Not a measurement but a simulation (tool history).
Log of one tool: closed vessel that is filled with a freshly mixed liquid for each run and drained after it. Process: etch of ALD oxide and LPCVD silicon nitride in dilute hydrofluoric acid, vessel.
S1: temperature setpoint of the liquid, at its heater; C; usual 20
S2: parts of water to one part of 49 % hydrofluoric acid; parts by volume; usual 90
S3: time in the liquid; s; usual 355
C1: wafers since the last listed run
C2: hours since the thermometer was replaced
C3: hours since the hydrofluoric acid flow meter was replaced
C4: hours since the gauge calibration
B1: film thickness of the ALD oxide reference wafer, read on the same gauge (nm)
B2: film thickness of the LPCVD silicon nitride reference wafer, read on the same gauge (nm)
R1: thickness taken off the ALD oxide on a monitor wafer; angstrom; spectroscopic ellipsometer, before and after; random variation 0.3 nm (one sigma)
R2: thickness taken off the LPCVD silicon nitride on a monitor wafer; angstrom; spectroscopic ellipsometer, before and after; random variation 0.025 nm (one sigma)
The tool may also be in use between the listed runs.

| run | hour | S1 | S2 | S3 | C1 | C2 | C3 | C4 | B1 | B2 | R1 | R2 |
|---|---|---|---|---|---|---|---|---|---|---|---|---|
| 1 | 0 | 17 | 90 | 355 | 0 | 966 | 1504.2 | 1017.4 | 130.03 | 119.985 | 367.4 | 12.55 |
| 2 | 84.8 | 20 | 90 | 355 | 7519 | 1050.8 | 1589 | 1102.2 | 130.02 | 119.99 | 412.5 | 15.49 |
| 3 | 159.2 | 20 | 90 | 355 | 6597 | 1125.2 | 1663.4 | 1176.6 | 129.99 | 120.032 | 417.5 | 15.52 |
| 4 | 246 | 20 | 90 | 300 | 7697 | 1212 | 1750.2 | 1263.4 | 130.02 | 120.014 | 352.7 | 13.15 |
|  | 264.7 | gauge calibrated |
| 5 | 341.8 | 20 | 90 | 300 | 8495 | 1307.8 | 1846 | 77.1 | 129.98 | 120.001 | 362.3 | 13.85 |
| 6 | 404.1 | 20 | 90 | 300 | 5524 | 1370.1 | 1908.3 | 139.4 | 130.01 | 119.989 | 359.5 | 13.71 |
| 7 | 473 | 20 | 90 | 355 | 6109 | 1439 | 1977.2 | 208.3 | 130 | 119.996 | 420.4 | 16.64 |
| 8 | 535.2 | 20 | 90 | 445 | 5515 | 1501.2 | 2039.4 | 270.5 | 130.02 | 119.974 | 524.6 | 20.12 |
| 9 | 633.6 | 20 | 120 | 355 | 8725 | 1599.6 | 2137.8 | 368.9 | 130.03 | 119.987 | 309.8 | 12.42 |
|  | 652.5 | hydrofluoric acid flow meter replaced |
| 10 | 795.8 | 20 | 120 | 355 | 14294 | 1761.8 | 143.3 | 531.1 | 130 | 120.012 | 309.2 | 12.54 |
| 11 | 899 | 20 | 120 | 355 | 9151 | 1865 | 246.5 | 634.3 | 130.01 | 120.02 | 307.8 | 12.86 |
|  | 907.9 | thermometer replaced |
| 12 | 995.1 | 20 | 90 | 355 | 8433 | 87.2 | 342.6 | 730.4 | 130.01 | 119.972 | 403 | 14.96 |
| 13 | 1036.7 | 17 | 90 | 275 | 3688 | 128.8 | 384.2 | 772 | 130.01 | 120.031 | 275.7 | 9.54 |
| 14 | 1121.6 | 20 | 90 | 355 | 7528 | 213.7 | 469.1 | 856.9 | 130.01 | 119.992 | 406.4 | 15.75 |
| 15 | 1189.6 | 20 | 90 | 355 | 6030 | 281.7 | 537.1 | 924.9 | 129.98 | 119.981 | 401.1 | 15.18 |
| 16 | 1259.4 | 20 | 90 | 195 | 6189 | 351.5 | 606.9 | 994.7 | 129.99 | 119.983 | 222.4 | 8.35 |
| 17 | 1296 | 20 | 65 | 240 | 3245 | 388.1 | 643.5 | 1031.3 | 130.01 | 119.991 | 396 | 14.24 |
| 18 | 1367.8 | 20 | 90 | 355 | 6366 | 459.9 | 715.3 | 1103.1 | 130.01 | 120.005 | 407.8 | 15.27 |
| 19 | 1438.3 | 20 | 90 | 355 | 6251 | 530.4 | 785.8 | 1173.6 | 129.96 | 120.001 | 413.3 | 15.91 |
|  | 1472.4 | gauge calibrated |
| 20 | 1555.3 | 20 | 90 | 355 | 10375 | 647.4 | 902.8 | 82.9 | 129.99 | 120.005 | 411 | 15.46 |
| 21 | 1622.5 | 23 | 90 | 190 | 5959 | 714.6 | 970 | 150.1 | 130 | 120.024 | 250.4 | 10.08 |
| 22 | 1658.9 | 20 | 70 | 355 | 3227 | 751 | 1006.4 | 186.5 | 129.98 | 120.002 | 544.2 | 19.79 |
| 23 | 1708.8 | 20 | 100 | 355 | 4424 | 800.9 | 1056.3 | 236.4 | 129.99 | 120.014 | 375.7 | 14.2 |
| 24 | 1758.7 | 20 | 90 | 210 | 4424 | 850.8 | 1106.2 | 286.3 | 130.01 | 120.013 | 244.7 | 9.22 |
| 25 | 1846.7 | 20 | 70 | 355 | 7803 | 938.8 | 1194.2 | 374.3 | 129.98 | 120.006 | 545.4 | 20.4 |
| 26 | 1901.4 | 17 | 65 | 560 | 4850 | 993.5 | 1248.9 | 429 | 129.96 | 120.006 | 834.8 | 28.1 |
| 27 | 1991.5 | 17.5 | 90 | 355 | 7989 | 1083.6 | 1339 | 519.1 | 130.01 | 120.006 | 379.5 | 13.31 |

How the hidden state differs across the entries between the runs, from the last listed run before each to the first after it:
Between runs 4 and 5: gauge calibrated (hour 264.7)
  liquid hotter than its thermometer reads (K): 1.34 -> 1.43
  measured less the result without the state, R1: +18.9 -> +20.7 angstrom; R2: +1.15 -> +1.28 angstrom
Between runs 9 and 10: hydrofluoric acid flow meter replaced (hour 652.5)
  liquid hotter than its thermometer reads (K): 1.69 -> 1.83
  measured less the result without the state, R1: +20.4 -> +21.9 angstrom; R2: +1.33 -> +1.45 angstrom
Between runs 11 and 12: thermometer replaced (hour 907.9)
  liquid hotter than its thermometer reads (K): 1.92 -> 0.422
  measured less the result without the state, R1: +22.8 -> +6.9 angstrom; R2: +1.55 -> +0.42 angstrom
Between runs 19 and 20: gauge calibrated (hour 1472.4)
  liquid hotter than its thermometer reads (K): 0.818 -> 0.922
  measured less the result without the state, R1: +13.7 -> +15.3 angstrom; R2: +0.86 -> +0.94 angstrom
